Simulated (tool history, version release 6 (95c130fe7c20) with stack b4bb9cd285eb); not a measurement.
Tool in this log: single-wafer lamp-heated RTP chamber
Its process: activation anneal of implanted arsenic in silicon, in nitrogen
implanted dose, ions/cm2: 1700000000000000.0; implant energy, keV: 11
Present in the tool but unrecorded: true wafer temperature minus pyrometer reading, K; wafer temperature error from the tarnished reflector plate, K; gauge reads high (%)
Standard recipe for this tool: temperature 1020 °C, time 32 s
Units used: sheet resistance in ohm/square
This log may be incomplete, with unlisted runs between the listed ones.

run,hour,temperature,time,wafers since the last listed run,wafers since the last pyrometer calibration,wafers since the reflector plate was cleaned,hours since the gauge calibration,"read-back reference wafer on the same gauge, sheet resistance",sheet resistance
1,0.0,1030,44,0,3735,3258,318.6,104.96,94.78
2,23.4,1030,44,322,4057,3580,342.0,104.92,94.73
3,51.9,1020,32,392,4450,3973,370.5,104.85,107.41
4,81.6,1020,32,409,4859,4382,400.2,105.12,106.32
5,99.2,1038,46,242,5102,4625,417.8,105.13,90.04
6,117.9,1038,46,257,5360,4883,436.5,105.07,89.58
# hour 156.7: pyrometer window cleaned and pyrometer calibrated
7,157.2,1020,32,431,6,5314,475.8,105.03,108.11
8,173.4,1020,36,223,230,5537,492.0,105.11,105.91
9,205.4,1020,32,441,671,5978,524.0,105.12,108.39
10,231.4,1020,32,358,1029,6337,550.0,104.94,107.97
11,263.6,1020,32,443,1473,6780,582.2,105.13,107.47
12,278.9,1032,21,210,1684,6991,597.5,105.16,110.31
13,310.3,1020,44,432,2116,7424,628.9,105.16,99.71
14,328.6,1020,44,252,2369,7676,647.2,104.90,99.31
15,363.5,1000,32,480,2849,8157,682.1,105.09,121.32
16,378.3,1000,32,203,3053,8361,696.9,105.10,120.95
17,397.2,1000,32,260,3314,8622,715.8,104.80,120.01
18,424.5,1020,32,376,3690,8998,743.1,104.93,106.49
19,452.1,1001,37,380,4071,9378,770.7,104.88,115.90
# hour 468.5: gauge calibrated
20,468.6,1020,32,227,4298,9606,0.1,104.98,105.39
21,502.7,1044,19,469,4768,10075,34.2,105.08,103.60
22,531.4,1046,47,395,5163,10471,62.9,104.97,85.89
# hour 565.8: reflector plate cleaned
23,566.3,1020,32,370,5534,7,97.8,104.93,109.29
24,593.0,1020,47,367,5902,375,124.5,104.98,100.40
# hour 633.1: pyrometer window cleaned and pyrometer calibrated
25,633.6,1047,32,449,6,824,165.1,105.04,95.44
26,656.9,1011,48,321,327,1145,188.4,104.97,105.57
27,683.0,1020,41,359,687,1505,214.5,104.97,103.70
28,718.7,1008,18,492,1179,1997,250.2,105.22,135.10
29,752.2,1031,32,461,1640,2458,283.7,104.98,101.97
30,766.5,1009,45,197,1838,2656,298.0,105.03,107.78
31,787.7,1020,13,292,2130,2948,319.2,104.99,133.58
32,816.6,1020,32,398,2528,3346,348.1,104.95,108.21
33,835.8,1034,50,264,2793,3611,367.3,104.91,90.10
34,852.9,1020,39,235,3028,3846,384.4,105.14,103.08
35,870.6,1012,16,243,3272,4090,402.1,104.89,132.13
36,906.4,1020,32,493,3766,4584,437.9,105.04,106.65
37,940.8,1020,40,474,4240,5058,472.3,104.99,100.82
38,963.7,1041,47,315,4555,5373,495.2,104.97,88.19

Below, each run's measurement less what the same run would have read without the hidden state. Both values contain the same run-to-run variation, but the gauge's scatter may not be the same in both:
run,sheet resistance
1,-3.98
2,-4.21
3,-5.86
4,-6.15
5,-4.26
6,-4.37
7,-4.26
8,-4.28
9,-4.73
10,-4.95
11,-5.20
12,-5.26
13,-4.97
14,-5.09
15,-7.78
16,-7.91
17,-8.03
18,-6.40
19,-8.25
20,-6.64
21,-6.19
22,-4.23
23,-3.13
24,-3.32
25,-1.29
26,-2.33
27,-2.60
28,-4.43
29,-3.37
30,-4.43
31,-5.48
32,-4.85
33,-3.44
34,-4.94
35,-6.95
36,-5.83
37,-5.69
38,-4.07
